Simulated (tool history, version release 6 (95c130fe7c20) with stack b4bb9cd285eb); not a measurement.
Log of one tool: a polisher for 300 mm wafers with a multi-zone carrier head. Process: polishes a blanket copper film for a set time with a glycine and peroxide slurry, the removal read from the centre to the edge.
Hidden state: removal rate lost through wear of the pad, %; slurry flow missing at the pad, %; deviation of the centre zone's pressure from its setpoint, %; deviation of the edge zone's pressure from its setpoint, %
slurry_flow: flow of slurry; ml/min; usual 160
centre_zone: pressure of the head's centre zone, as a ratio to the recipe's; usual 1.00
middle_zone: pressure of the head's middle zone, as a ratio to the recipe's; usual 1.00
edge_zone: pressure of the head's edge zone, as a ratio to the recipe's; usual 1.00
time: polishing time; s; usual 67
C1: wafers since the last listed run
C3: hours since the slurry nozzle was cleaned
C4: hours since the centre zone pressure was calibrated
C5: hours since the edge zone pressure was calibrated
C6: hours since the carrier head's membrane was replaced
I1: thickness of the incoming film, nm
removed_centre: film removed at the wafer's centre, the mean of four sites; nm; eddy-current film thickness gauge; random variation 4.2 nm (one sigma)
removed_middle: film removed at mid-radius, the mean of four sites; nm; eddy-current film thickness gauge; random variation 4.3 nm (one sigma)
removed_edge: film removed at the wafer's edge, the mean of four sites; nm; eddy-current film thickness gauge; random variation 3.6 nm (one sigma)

Run 1, hour 0.0: usual settings; C1 0; wafers polished on this pad 1143; C3 168.4; C4 753.9; C5 8.4; C6 946.5; I1 2159.2. Result: removed_centre 328.5 nm, removed_middle 333.4 nm, removed_edge 317.9 nm.
Run 2, hour 63.4: usual settings; C1 348; wafers polished on this pad 1492; C3 231.8; C4 817.3; C5 71.8; C6 1009.9; I1 2180.9. Result: removed_centre 325.2 nm, removed_middle 328.9 nm, removed_edge 313.6 nm.
At hour 79.3: worn pad replaced by a new one.
Run 3, hour 155.5: usual settings; C1 484; wafers polished on this pad 418; C3 323.9; C4 909.4; C5 163.9; C6 1102.0; I1 2165.6. Result: removed_centre 325.3 nm, removed_middle 329.6 nm, removed_edge 323.0 nm.
Run 4, hour 252.8: usual settings; C1 534; wafers polished on this pad 953; C3 421.2; C4 1006.7; C5 261.2; C6 1199.3; I1 2136.0. Result: removed_centre 336.7 nm, removed_middle 327.2 nm, removed_edge 317.8 nm.
Run 5, hour 297.3: usual settings but edge_zone 0.94; C1 244; wafers polished on this pad 1198; C3 465.7; C4 1051.2; C5 305.7; C6 1243.8; I1 2206.9. Result: removed_centre 325.9 nm, removed_middle 328.1 nm, removed_edge 309.1 nm.
At hour 359.3: slurry nozzle cleaned.
At hour 361.2: worn pad replaced by a new one.
At hour 364.3: carrier head's membrane replaced by a new one.
Run 6, hour 394.3: usual settings but centre_zone 1.07, time 53 s; C1 500; wafers polished on this pad 165; C3 35.0; C4 1148.2; C5 402.7; C6 30.0; I1 2200.6. Result: removed_centre 272.7 nm, removed_middle 251.3 nm, removed_edge 248.7 nm.
At hour 440.3: edge zone pressure recalibrated.
Run 7, hour 454.2: usual settings but centre_zone 1.07, time 53 s; C1 318; wafers polished on this pad 483; C3 94.9; C4 1208.1; C5 13.9; C6 89.9; I1 2157.6. Result: removed_centre 273.0 nm, removed_middle 259.0 nm, removed_edge 251.3 nm.
At hour 488.4: centre zone pressure recalibrated.
Run 8, hour 499.8: usual settings but middle_zone 1.09; C1 239; wafers polished on this pad 722; C3 140.5; C4 11.4; C5 59.5; C6 135.5; I1 2131.1. Result: removed_centre 323.1 nm, removed_middle 349.3 nm, removed_edge 317.9 nm.
Run 9, hour 577.5: usual settings but middle_zone 1.09; C1 427; wafers polished on this pad 1149; C3 218.2; C4 89.1; C5 137.2; C6 213.2; I1 2136.6. Result: removed_centre 331.5 nm, removed_middle 354.2 nm, removed_edge 315.4 nm.
At hour 591.0: worn pad replaced by a new one.
Run 10, hour 621.2: usual settings; C1 218; wafers polished on this pad 166; C3 261.9; C4 132.8; C5 180.9; C6 256.9; I1 2167.6. Result: removed_centre 329.4 nm, removed_middle 324.4 nm, removed_edge 319.2 nm.
Run 11, hour 663.2: usual settings but slurry_flow 200 ml/min, edge_zone 1.05, time 89 s; C1 230; wafers polished on this pad 396; C3 303.9; C4 174.8; C5 222.9; C6 298.9; I1 2191.9. Result: removed_centre 452.0 nm, removed_middle 446.5 nm, removed_edge 444.9 nm.
Run 12, hour 741.4: usual settings; C1 429; wafers polished on this pad 826; C3 382.1; C4 253.0; C5 301.1; C6 377.1; I1 2197.4. Result: removed_centre 319.3 nm, removed_middle 326.7 nm, removed_edge 322.5 nm.
Run 13, hour 785.9: usual settings but middle_zone 1.09; C1 244; wafers polished on this pad 1071; C3 426.6; C4 297.5; C5 345.6; C6 421.6; I1 2177.2. Result: removed_centre 326.1 nm, removed_middle 353.2 nm, removed_edge 317.1 nm.
Run 14, hour 842.3: usual settings but middle_zone 0.95; C1 309; wafers polished on this pad 1381; C3 483.0; C4 353.9; C5 402.0; C6 478.0; I1 2189.0. Result: removed_centre 327.6 nm, removed_middle 312.4 nm, removed_edge 323.1 nm.
At hour 851.8: worn pad replaced by a new one.
At hour 865.9: slurry nozzle cleaned.
Run 15, hour 905.1: usual settings but slurry_flow 110 ml/min, middle_zone 0.92, edge_zone 0.94; C1 317; wafers polished on this pad 287; C3 39.2; C4 416.7; C5 464.8; C6 540.8; I1 2159.4. Result: removed_centre 309.8 nm, removed_middle 287.2 nm, removed_edge 301.5 nm.
At hour 924.7: edge zone pressure recalibrated.
Run 16, hour 962.1: usual settings but centre_zone 0.93, middle_zone 0.96, edge_zone 1.11; C1 302; wafers polished on this pad 589; C3 96.2; C4 473.7; C5 37.4; C6 597.8; I1 2171.8. Result: removed_centre 301.9 nm, removed_middle 320.3 nm, removed_edge 334.4 nm.
Run 17, hour 1068.1: usual settings but slurry_flow 145 ml/min, centre_zone 1.10, middle_zone 1.10, time 49 s; C1 582; wafers polished on this pad 1172; C3 202.2; C4 579.7; C5 143.4; C6 703.8; I1 2143.3. Result: removed_centre 253.4 nm, removed_middle 252.2 nm, removed_edge 228.0 nm.
At hour 1105.5: worn pad replaced by a new one.
Run 18, hour 1171.7: usual settings but slurry_flow 205 ml/min, centre_zone 0.93; C1 547; wafers polished on this pad 363; C3 305.8; C4 683.3; C5 247.0; C6 807.4; I1 2162.3. Result: removed_centre 315.0 nm, removed_middle 333.4 nm, removed_edge 324.7 nm.

Forecast each of these 5 alternatives for the next run:
Run A, hour 1172.1: usual settings; C1 2; wafers polished on this pad 365; C3 306.2; C4 683.7; C5 247.4; C6 807.8; I1 2190.1. Result: removed_centre ?, removed_middle ?, removed_edge ?.
Run B, hour 1172.1: usual settings but slurry_flow 210 ml/min, edge_zone 1.11, time 49 s; C1 2; wafers polished on this pad 365; C3 306.2; C4 683.7; C5 247.4; C6 807.8; I1 2190.1. Result: removed_centre ?, removed_middle ?, removed_edge ?.
Run C, hour 1172.1: usual settings but centre_zone 1.07, edge_zone 0.91; C1 2; wafers polished on this pad 365; C3 306.2; C4 683.7; C5 247.4; C6 807.8; I1 2190.1. Result: removed_centre ?, removed_middle ?, removed_edge ?.
Run D, hour 1172.1: usual settings but slurry_flow 115 ml/min, edge_zone 0.94; C1 2; wafers polished on this pad 365; C3 306.2; C4 683.7; C5 247.4; C6 807.8; I1 2190.1. Result: removed_centre ?, removed_middle ?, removed_edge ?.
Run E, hour 1172.1: usual settings but slurry_flow 185 ml/min, centre_zone 1.06, edge_zone 1.03; C1 2; wafers polished on this pad 365; C3 306.2; C4 683.7; C5 247.4; C6 807.8; I1 2190.1. Result: removed_centre ?, removed_middle ?, removed_edge ?.

run  removed_centre  removed_middle  removed_edge
  A           328.8           321.2         320.9
  B           250.4           243.5         253.8
  C           346.9           321.1         306.9
  D           309.9           304.8         300.2
  E           352.1           327.6         330.4
Without the tool's hidden state the same runs would have given:
run  removed_centre  removed_middle  removed_edge
  A           328.8           321.2         320.9
  B           250.4           243.5         253.8
  C           346.9           321.1         306.9
  D           309.9           304.8         300.2
  E           352.1           327.6         330.4

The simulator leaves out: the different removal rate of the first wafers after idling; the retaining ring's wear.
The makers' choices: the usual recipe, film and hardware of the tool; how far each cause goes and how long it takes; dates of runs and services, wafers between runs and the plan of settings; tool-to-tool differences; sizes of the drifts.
